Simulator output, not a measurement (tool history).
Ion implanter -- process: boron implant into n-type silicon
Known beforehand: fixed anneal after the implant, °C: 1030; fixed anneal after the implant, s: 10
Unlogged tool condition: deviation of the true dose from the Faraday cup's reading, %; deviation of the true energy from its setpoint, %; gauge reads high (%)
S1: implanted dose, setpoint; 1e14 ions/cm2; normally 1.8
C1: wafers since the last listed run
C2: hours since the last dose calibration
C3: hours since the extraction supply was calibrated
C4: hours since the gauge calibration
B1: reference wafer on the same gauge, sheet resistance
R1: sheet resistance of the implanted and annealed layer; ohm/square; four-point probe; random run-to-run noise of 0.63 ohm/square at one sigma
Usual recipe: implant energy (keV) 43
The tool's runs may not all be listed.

run 1 hour=0 | S1=1.8 implant_energy_(keV)=43 | C1=0 C2=815.8 C3=5083.4 C4=24.2 | B1=353.93 | R1=400.36
run 2 hour=16.1 | S1=1.8 implant_energy_(keV)=43 | C1=155 C2=831.9 C3=5099.5 C4=40.3 | B1=353.9 | R1=400.09
run 3 hour=33.6 | S1=1.8 implant_energy_(keV)=43 | C1=169 C2=849.4 C3=5117 C4=57.8 | B1=354.03 | R1=399.05
run 4 hour=50.9 | S1=1.8 implant_energy_(keV)=34.5 | C1=167 C2=866.7 C3=5134.3 C4=75.1 | B1=354.07 | R1=413.53
run 5 hour=65.9 | S1=1.8 implant_energy_(keV)=34.5 | C1=144 C2=881.7 C3=5149.3 C4=90.1 | B1=354.22 | R1=411.35
-- hour=76.3 extraction supply calibrated
run 6 hour=78.1 | S1=1.8 implant_energy_(keV)=34.5 | C1=40 C2=893.9 C3=1.8 C4=102.3 | B1=353.86 | R1=412.1
run 7 hour=85.2 | S1=1.8 implant_energy_(keV)=43 | C1=68 C2=901 C3=8.9 C4=109.4 | B1=353.96 | R1=397.91
-- hour=88.9 gauge calibrated
run 8 hour=93.6 | S1=1.8 implant_energy_(keV)=43 | C1=81 C2=909.4 C3=17.3 C4=4.7 | B1=353.91 | R1=398.56
run 9 hour=108.4 | S1=1.8 implant_energy_(keV)=43 | C1=142 C2=924.2 C3=32.1 C4=19.5 | B1=354.15 | R1=398.23
run 10 hour=123.2 | S1=1.66 implant_energy_(keV)=43 | C1=142 C2=939 C3=46.9 C4=34.3 | B1=354 | R1=421.93
run 11 hour=135.4 | S1=1.66 implant_energy_(keV)=43 | C1=117 C2=951.2 C3=59.1 C4=46.5 | B1=354.09 | R1=421.77
run 12 hour=147.5 | S1=1.45 implant_energy_(keV)=50 | C1=116 C2=963.3 C3=71.2 C4=58.6 | B1=354.13 | R1=454.72
run 13 hour=163.2 | S1=1.52 implant_energy_(keV)=29.5 | C1=151 C2=979 C3=86.9 C4=74.3 | B1=353.96 | R1=475.75
-- hour=180.4 Faraday cup replaced and dose calibrated
run 14 hour=180.9 | S1=2.24 implant_energy_(keV)=47 | C1=93 C2=0.5 C3=104.6 C4=92 | B1=354.04 | R1=339.72
-- hour=212.9 gauge calibrated
run 15 hour=215.9 | S1=2.03 implant_energy_(keV)=38 | C1=338 C2=35.5 C3=139.6 C4=3 | B1=353.86 | R1=377.83
run 16 hour=227 | S1=2.26 implant_energy_(keV)=29.5 | C1=107 C2=46.6 C3=150.7 C4=14.1 | B1=353.91 | R1=357.98

Each row is a separate what-if for the run after 16, all from the same tool condition, not one after another. Results?
run A hour=227.4 | S1=1.8 implant_energy_(keV)=43 | C1=3 C2=47 C3=151.1 C4=14.5 | B1=? | R1=?
run B hour=227.4 | S1=2.01 implant_energy_(keV)=35.5 | C1=3 C2=47 C3=151.1 C4=14.5 | B1=? | R1=?
run C hour=227.4 | S1=1.95 implant_energy_(keV)=30.5 | C1=3 C2=47 C3=151.1 C4=14.5 | B1=? | R1=?
run D hour=227.4 | S1=1.34 implant_energy_(keV)=50.5 | C1=3 C2=47 C3=151.1 C4=14.5 | B1=? | R1=?
run E hour=227.4 | S1=2.15 implant_energy_(keV)=53 | C1=3 C2=47 C3=151.1 C4=14.5 | B1=? | R1=?

run=A B1=354.03 R1=404.88
run=B B1=354.03 R1=382.67
run=C B1=354.03 R1=399.65
run=D B1=354.03 R1=488.91
run=E B1=354.03 R1=343.95
Stripped of hidden state, with their random variation kept, the same runs would have yielded:
run=A R1=406.39
run=B R1=384.14
run=C R1=401.22
run=D R1=490.66
run=E R1=345.24

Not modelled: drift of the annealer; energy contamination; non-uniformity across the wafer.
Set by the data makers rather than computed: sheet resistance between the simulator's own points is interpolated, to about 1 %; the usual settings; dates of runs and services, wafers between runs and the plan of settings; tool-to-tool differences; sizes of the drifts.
